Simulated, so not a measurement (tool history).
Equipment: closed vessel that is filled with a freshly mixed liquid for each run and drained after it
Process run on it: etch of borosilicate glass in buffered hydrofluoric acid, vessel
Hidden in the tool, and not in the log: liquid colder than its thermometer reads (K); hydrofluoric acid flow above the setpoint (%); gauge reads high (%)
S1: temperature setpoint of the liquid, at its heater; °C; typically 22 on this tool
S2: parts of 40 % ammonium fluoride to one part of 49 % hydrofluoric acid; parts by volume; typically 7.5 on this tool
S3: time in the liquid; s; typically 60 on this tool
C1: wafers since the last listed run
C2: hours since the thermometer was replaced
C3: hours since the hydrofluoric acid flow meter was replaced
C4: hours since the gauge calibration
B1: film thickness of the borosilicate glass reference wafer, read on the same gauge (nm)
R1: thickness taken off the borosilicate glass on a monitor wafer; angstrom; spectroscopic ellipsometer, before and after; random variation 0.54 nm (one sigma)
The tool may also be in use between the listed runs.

| run | hour | S1 | S2 | S3 | C1 | C2 | C3 | C4 | B1 | R1 |
|---|---|---|---|---|---|---|---|---|---|---|
| 1 | 0 | 22 | 7.5 | 60 | 0 | 635.6 | 1443.9 | 65.8 | 39.97 | 711 |
| 2 | 11.5 | 20.5 | 7.5 | 40 | 1344 | 647.1 | 1455.4 | 77.3 | 39.97 | 439.6 |
| 3 | 21.2 | 20.5 | 7.5 | 40 | 1133 | 656.8 | 1465.1 | 87 | 40.02 | 435.8 |
| 4 | 36.4 | 22 | 7.5 | 60 | 1776 | 672 | 1480.3 | 102.2 | 40.01 | 705.2 |
| 5 | 43.9 | 22 | 7.5 | 60 | 876 | 679.5 | 1487.8 | 109.7 | 40.03 | 707.5 |
| 6 | 54.7 | 22 | 9.5 | 60 | 1262 | 690.3 | 1498.6 | 120.5 | 39.98 | 555.5 |
| 7 | 60.9 | 22 | 9.5 | 60 | 724 | 696.5 | 1504.8 | 126.7 | 40 | 553.5 |
| 8 | 67.6 | 22 | 9.5 | 60 | 783 | 703.2 | 1511.5 | 133.4 | 40.02 | 555.5 |
| 9 | 79 | 22 | 6.5 | 60 | 1332 | 714.6 | 1522.9 | 144.8 | 40 | 811.6 |
| 10 | 91.3 | 22 | 6.5 | 60 | 1437 | 726.9 | 1535.2 | 157.1 | 40.01 | 815.3 |
| 11 | 105.1 | 22 | 6.5 | 60 | 1613 | 740.7 | 1549 | 170.9 | 40.01 | 811.2 |
| 12 | 116.3 | 22 | 7.5 | 60 | 1309 | 751.9 | 1560.2 | 182.1 | 40 | 700.3 |
| 13 | 126.8 | 22 | 7.5 | 60 | 1227 | 762.4 | 1570.7 | 192.6 | 39.99 | 703 |
| 14 | 132.9 | 24 | 7.5 | 40 | 713 | 768.5 | 1576.8 | 198.7 | 40.03 | 520.1 |
| 15 | 141.2 | 24 | 7.5 | 40 | 970 | 776.8 | 1585.1 | 207 | 40.01 | 519.7 |
| 16 | 148 | 19 | 7.5 | 40 | 794 | 783.6 | 1591.9 | 213.8 | 40.03 | 391.9 |
| 17 | 160.6 | 22 | 10 | 60 | 1472 | 796.2 | 1604.5 | 226.4 | 39.97 | 533.6 |
| 18 | 173.4 | 22 | 7.5 | 60 | 1496 | 809 | 1617.3 | 239.2 | 40 | 692.6 |
|  | 181.4 | gauge calibrated |
| 19 | 183.1 | 22 | 7.5 | 60 | 1133 | 818.7 | 1627 | 1.7 | 40 | 693 |
|  | 184.7 | hydrofluoric acid flow meter replaced |
| 20 | 193.1 | 22 | 7.5 | 60 | 1052 | 828.7 | 8.4 | 11.7 | 40.01 | 696.6 |
| 21 | 205.3 | 22 | 7.5 | 45 | 1426 | 840.9 | 20.6 | 23.9 | 40.02 | 526.9 |
| 22 | 219.4 | 22 | 7.5 | 60 | 1648 | 855 | 34.7 | 38 | 39.98 | 690.1 |
| 23 | 230.7 | 22 | 10 | 70 | 1320 | 866.3 | 46 | 49.3 | 40.02 | 617.2 |
| 24 | 240.9 | 22 | 7.5 | 30 | 1192 | 876.5 | 56.2 | 59.5 | 39.98 | 350.8 |
| 25 | 256.2 | 24 | 5.5 | 75 | 1788 | 891.8 | 71.5 | 74.8 | 39.94 | 1295.6 |
| 26 | 263.8 | 25 | 7.5 | 60 | 888 | 899.4 | 79.1 | 82.4 | 40 | 813.2 |
|  | 274.6 | thermometer replaced |
| 27 | 311.6 | 19 | 7.5 | 40 | 5470 | 37 | 126.9 | 130.2 | 40.02 | 436.5 |
| 28 | 322.9 | 25.5 | 6.5 | 60 | 1320 | 48.3 | 138.2 | 141.5 | 39.95 | 1079.3 |
| 29 | 338.9 | 20 | 8.5 | 30 | 1870 | 64.3 | 154.2 | 157.5 | 40.01 | 302.4 |
| 30 | 346.6 | 22 | 7.5 | 60 | 900 | 72 | 161.9 | 165.2 | 40 | 780.4 |
| 31 | 363 | 18 | 7.5 | 60 | 1917 | 88.4 | 178.3 | 181.6 | 40.02 | 614 |
| 32 | 371.4 | 22 | 7.5 | 60 | 981 | 96.8 | 186.7 | 190 | 40.05 | 769.7 |

For each entry between runs, how does the tool's hidden state at the last listed run before it compare with that at the first listed run after it?
After run 18, before run 19: gauge calibrated (hour 181.4)
  liquid colder than its thermometer reads (K): 2.09 -> 2.11
  measured result minus the result with no hidden state, R1: -83.1 -> -84 angstrom
After run 19, before run 20: hydrofluoric acid flow meter replaced (hour 184.7)
  liquid colder than its thermometer reads (K): 2.11 -> 2.13
  measured result minus the result with no hidden state, R1: -84 -> -85.3 angstrom
After run 26, before run 27: thermometer replaced (hour 274.6)
  liquid colder than its thermometer reads (K): 2.28 -> 0.224
  measured result minus the result with no hidden state, R1: -105.1 -> -5.3 angstrom

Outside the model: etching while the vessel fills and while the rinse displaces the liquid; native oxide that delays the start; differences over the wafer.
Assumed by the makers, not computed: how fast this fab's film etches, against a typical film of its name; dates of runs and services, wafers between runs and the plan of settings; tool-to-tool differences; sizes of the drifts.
